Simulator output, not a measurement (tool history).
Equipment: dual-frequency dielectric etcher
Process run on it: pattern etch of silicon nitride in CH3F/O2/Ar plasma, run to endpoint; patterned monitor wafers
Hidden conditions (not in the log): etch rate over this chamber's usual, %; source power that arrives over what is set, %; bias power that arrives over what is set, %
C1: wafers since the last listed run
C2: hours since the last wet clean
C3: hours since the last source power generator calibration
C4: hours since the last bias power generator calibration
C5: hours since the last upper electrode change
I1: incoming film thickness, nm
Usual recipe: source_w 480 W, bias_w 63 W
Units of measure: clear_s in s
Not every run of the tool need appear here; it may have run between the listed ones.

Run 1, hour 0.0: usual settings; C1 0; C2 520.6; C3 180.5; C4 1999.5; C5 2281.7; I1 52.1. Result: clear_s 70.3 s.
At hour 25.8: wet clean of the chamber.
Run 2, hour 56.3: usual settings; C1 310; C2 30.5; C3 236.8; C4 2055.8; C5 2338.0; I1 53.0. Result: clear_s 75.7 s.
Run 3, hour 155.4: usual settings; C1 953; C2 129.6; C3 335.9; C4 2154.9; C5 2437.1; I1 52.6. Result: clear_s 74.4 s.
Run 4, hour 251.7: usual settings; C1 926; C2 225.9; C3 432.2; C4 2251.2; C5 2533.4; I1 52.7. Result: clear_s 74.1 s.
Run 5, hour 357.8: usual settings; C1 1021; C2 332.0; C3 538.3; C4 2357.3; C5 2639.5; I1 53.2. Result: clear_s 74.0 s.
Run 6, hour 403.7: usual settings; C1 441; C2 377.9; C3 584.2; C4 2403.2; C5 2685.4; I1 53.1. Result: clear_s 72.8 s.
At hour 488.9: wet clean of the chamber.
Run 7, hour 494.7: usual settings; C1 644; C2 5.8; C3 675.2; C4 2494.2; C5 2776.4; I1 52.5. Result: clear_s 75.1 s.
Run 8, hour 539.6: usual settings; C1 432; C2 50.7; C3 720.1; C4 2539.1; C5 2821.3; I1 52.9. Result: clear_s 75.1 s.
Run 9, hour 591.4: usual settings; C1 498; C2 102.5; C3 771.9; C4 2590.9; C5 2873.1; I1 53.1. Result: clear_s 75.2 s.
Run 10, hour 684.0: usual settings; C1 891; C2 195.1; C3 864.5; C4 2683.5; C5 2965.7; I1 53.0. Result: clear_s 74.1 s.
Run 11, hour 754.9: usual settings; C1 682; C2 266.0; C3 935.4; C4 2754.4; C5 3036.6; I1 52.6. Result: clear_s 73.0 s.
Run 12, hour 816.9: usual settings; C1 596; C2 328.0; C3 997.4; C4 2816.4; C5 3098.6; I1 52.9. Result: clear_s 73.2 s.
Run 13, hour 868.9: usual settings; C1 500; C2 380.0; C3 1049.4; C4 2868.4; C5 3150.6; I1 52.7. Result: clear_s 72.4 s.
Run 14, hour 912.7: usual settings but source_w 420 W, bias_w 75 W; C1 421; C2 423.8; C3 1093.2; C4 2912.2; C5 3194.4; I1 52.4. Result: clear_s 72.7 s.
At hour 1037.5: wet clean of the chamber.
Run 15, hour 1038.0: usual settings but source_w 420 W, bias_w 75 W; C1 975; C2 0.5; C3 1218.5; C4 3037.5; C5 3319.7; I1 52.8. Result: clear_s 77.4 s.
Run 16, hour 1063.2: usual settings; C1 242; C2 25.7; C3 1243.7; C4 3062.7; C5 3344.9; I1 52.9. Result: clear_s 76.1 s.
At hour 1118.9: upper electrode replaced.
Run 17, hour 1119.4: usual settings but source_w 420 W, bias_w 59 W; C1 309; C2 81.9; C3 1299.9; C4 3118.9; C5 0.5; I1 52.4. Result: clear_s 79.6 s.
Run 18, hour 1158.5: usual settings; C1 376; C2 121.0; C3 1339.0; C4 3158.0; C5 39.6; I1 52.8. Result: clear_s 75.1 s.
Run 19, hour 1201.4: usual settings but source_w 550 W, bias_w 52 W; C1 412; C2 163.9; C3 1381.9; C4 3200.9; C5 82.5; I1 52.7. Result: clear_s 72.8 s.
Run 20, hour 1242.9: usual settings; C1 399; C2 205.4; C3 1423.4; C4 3242.4; C5 124.0; I1 52.5. Result: clear_s 73.8 s.
Run 21, hour 1332.4: usual settings but source_w 590 W, bias_w 78 W; C1 861; C2 294.9; C3 1512.9; C4 3331.9; C5 213.5; I1 52.8. Result: clear_s 65.1 s.
Run 22, hour 1374.6: usual settings but source_w 550 W, bias_w 52 W; C1 406; C2 337.1; C3 1555.1; C4 3374.1; C5 255.7; I1 52.6. Result: clear_s 70.6 s.
At hour 1419.8: source power generator calibrated.
Run 23, hour 1479.6: usual settings; C1 972; C2 442.1; C3 59.8; C4 3479.1; C5 360.7; I1 52.9. Result: clear_s 72.5 s.
At hour 1508.7: bias power generator calibrated.
At hour 1521.9: wet clean of the chamber.
Run 24, hour 1586.2: usual settings but source_w 530 W, bias_w 57 W; C1 860; C2 64.3; C3 166.4; C4 77.5; C5 467.3; I1 53.2. Result: clear_s 74.0 s.
Run 25, hour 1686.5: usual settings but source_w 410 W, bias_w 52 W; C1 965; C2 164.6; C3 266.7; C4 177.8; C5 567.6; I1 52.8. Result: clear_s 81.8 s.
Run 26, hour 1723.5: usual settings but source_w 390 W; C1 356; C2 201.6; C3 303.7; C4 214.8; C5 604.6; I1 52.4. Result: clear_s 79.3 s.
Run 27, hour 1771.3: usual settings but source_w 410 W; C1 460; C2 249.4; C3 351.5; C4 262.6; C5 652.4; I1 53.0. Result: clear_s 78.4 s.
Run 28, hour 1835.8: usual settings but source_w 420 W; C1 620; C2 313.9; C3 416.0; C4 327.1; C5 716.9; I1 52.6. Result: clear_s 76.2 s.
Run 29, hour 1930.3: usual settings but source_w 520 W, bias_w 70 W; C1 909; C2 408.4; C3 510.5; C4 421.6; C5 811.4; I1 52.2. Result: clear_s 67.7 s.
At hour 1955.9: wet clean of the chamber.
Run 30, hour 2031.4: usual settings but source_w 530 W, bias_w 56 W; C1 742; C2 75.5; C3 611.6; C4 522.7; C5 912.5; I1 52.3. Result: clear_s 73.4 s.
Run 31, hour 2091.0: usual settings but source_w 370 W; C1 573; C2 135.1; C3 671.2; C4 582.3; C5 972.1; I1 52.9. Result: clear_s 82.7 s.
Run 32, hour 2176.1: usual settings but source_w 390 W, bias_w 75 W; C1 819; C2 220.2; C3 756.3; C4 667.4; C5 1057.2; I1 53.0. Result: clear_s 78.5 s.
Run 33, hour 2480.4: usual settings but bias_w 70 W; C1 2929; C2 524.5; C3 1060.6; C4 971.7; C5 1361.5; I1 52.4. Result: clear_s 70.5 s.

Some steps in clear_s between neighbouring runs. How much of each would the tool show without its hidden state too (settings, what came in, random variation), and how much is left for the hidden state, with any gauge scatter that isn't in both results?
Run 1 -> 2: wet clean of the chamber. clear_s +5.4 s: hidden state +3.9, all else +1.5.
Run 14 -> 15: wet clean of the chamber. clear_s +4.7 s: hidden state +3.7, all else +1.0.
Run 20 -> 21: source_w 480 -> 590, bias_w 63 -> 78. clear_s -8.7 s: hidden state -0.4, all else -8.3.
Run 28 -> 29: source_w 420 -> 520, bias_w 63 -> 70. clear_s -8.5 s: hidden state -0.3, all else -8.2.
Run 29 -> 30: source_w 520 -> 530, bias_w 70 -> 56, wet clean of the chamber. clear_s +5.7 s: hidden state +3.1, all else +2.6.
Run 30 -> 31: source_w 530 -> 370, bias_w 56 -> 63. clear_s +9.3 s: hidden state -0.5, all else +9.8.
